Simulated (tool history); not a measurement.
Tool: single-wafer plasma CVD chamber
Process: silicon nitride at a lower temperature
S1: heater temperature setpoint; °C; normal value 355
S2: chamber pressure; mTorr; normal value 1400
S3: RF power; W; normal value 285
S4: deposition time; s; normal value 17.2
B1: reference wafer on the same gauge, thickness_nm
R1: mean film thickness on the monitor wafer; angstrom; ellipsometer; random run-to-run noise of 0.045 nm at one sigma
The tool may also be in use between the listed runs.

| run | hour | S1 | S2 | S3 | S4 | B1 | R1 |
|---|---|---|---|---|---|---|---|
| 1 | 0.0 | 355 | 1400 | 285 | 17.2 | 16.105 | 185.94 |
| 2 | 83.4 | 355 | 1300 | 285 | 17.2 | 16.097 | 181.71 |
| 3 | 189.3 | 355 | 1300 | 285 | 17.2 | 16.099 | 181.61 |
| 4 | 291.2 | 355 | 1300 | 285 | 17.2 | 16.105 | 181.99 |
| 5 | 354.4 | 355 | 1400 | 285 | 17.2 | 16.097 | 185.31 |
|  | 367.6 | RF generator calibrated |
|  | 399.0 | thermocouple changed; heater temperature recalibrated |
| 6 | 399.5 | 355 | 1400 | 285 | 17.2 | 16.102 | 187.50 |
| 7 | 460.5 | 361 | 1400 | 285 | 15.3 | 16.104 | 167.44 |
| 8 | 564.7 | 355 | 1400 | 285 | 17.2 | 16.101 | 188.77 |
| 9 | 638.1 | 355 | 1400 | 285 | 17.2 | 16.095 | 188.02 |
| 10 | 687.5 | 355 | 1400 | 285 | 17.2 | 16.095 | 188.22 |
| 11 | 754.1 | 355 | 1400 | 285 | 17.2 | 16.096 | 187.61 |
| 12 | 824.9 | 355 | 1400 | 285 | 17.2 | 16.098 | 186.74 |
| 13 | 923.3 | 355 | 1400 | 285 | 17.2 | 16.111 | 186.90 |
| 14 | 1006.7 | 355 | 1400 | 285 | 17.2 | 16.101 | 186.33 |
|  | 1232.7 | RF generator calibrated |
| 15 | 1258.6 | 367 | 1630 | 250 | 20.6 | 16.098 | 209.82 |
|  | 1267.9 | showerhead replaced |
| 16 | 1316.2 | 355 | 1680 | 285 | 17.2 | 16.096 | 199.49 |
| 17 | 1423.9 | 355 | 1400 | 285 | 17.2 | 16.100 | 189.04 |
|  | 1461.5 | gauge calibrated |
| 18 | 1497.7 | 345 | 1400 | 250 | 17.2 | 16.099 | 168.86 |
| 19 | 1592.1 | 355 | 1520 | 285 | 17.2 | 16.095 | 193.64 |
|  | 1674.7 | thermocouple changed; heater temperature recalibrated |
| 20 | 1675.2 | 355 | 1110 | 285 | 15.9 | 16.096 | 161.37 |
|  | 1701.3 | capacitance manometer re-zeroed and calibrated |
| 21 | 1744.3 | 355 | 1400 | 285 | 17.2 | 16.102 | 184.87 |
| 22 | 1799.9 | 343 | 1700 | 285 | 16.0 | 16.100 | 183.39 |
| 23 | 1846.2 | 355 | 1400 | 335 | 17.2 | 16.097 | 211.25 |
| 24 | 1911.1 | 355 | 1400 | 285 | 19.3 | 16.105 | 208.44 |
|  | 2011.2 | RF generator calibrated |
| 25 | 2011.7 | 370 | 1500 | 300 | 16.0 | 16.098 | 184.41 |
| 26 | 2064.5 | 355 | 1600 | 260 | 17.2 | 16.102 | 180.07 |
| 27 | 2160.5 | 365 | 1600 | 335 | 17.2 | 16.104 | 221.23 |
| 28 | 2248.0 | 355 | 1510 | 235 | 17.2 | 16.093 | 161.40 |

Consider 4 possible next runs. They are alternatives, not a sequence: every one starts from the tool as it was left by run 28. What does each give?
| A | 2248.4 | 355 | 1400 | 285 | 17.2 | ? | ? |
| B | 2248.4 | 366 | 1210 | 230 | 14.8 | ? | ? |
| C | 2248.4 | 355 | 1110 | 285 | 14.7 | ? | ? |
| D | 2248.4 | 355 | 1650 | 255 | 18.1 | ? | ? |

| run | B1 | R1 |
|---|---|---|
| A | 16.108 | 186.59 |
| B | 16.108 | 125.97 |
| C | 16.108 | 148.01 |
| D | 16.108 | 187.31 |
With no hidden state in the tool, these same runs would have given:
| run | R1 |
|---|---|
| A | 185.04 |
| B | 124.91 |
| C | 146.65 |
| D | 185.85 |
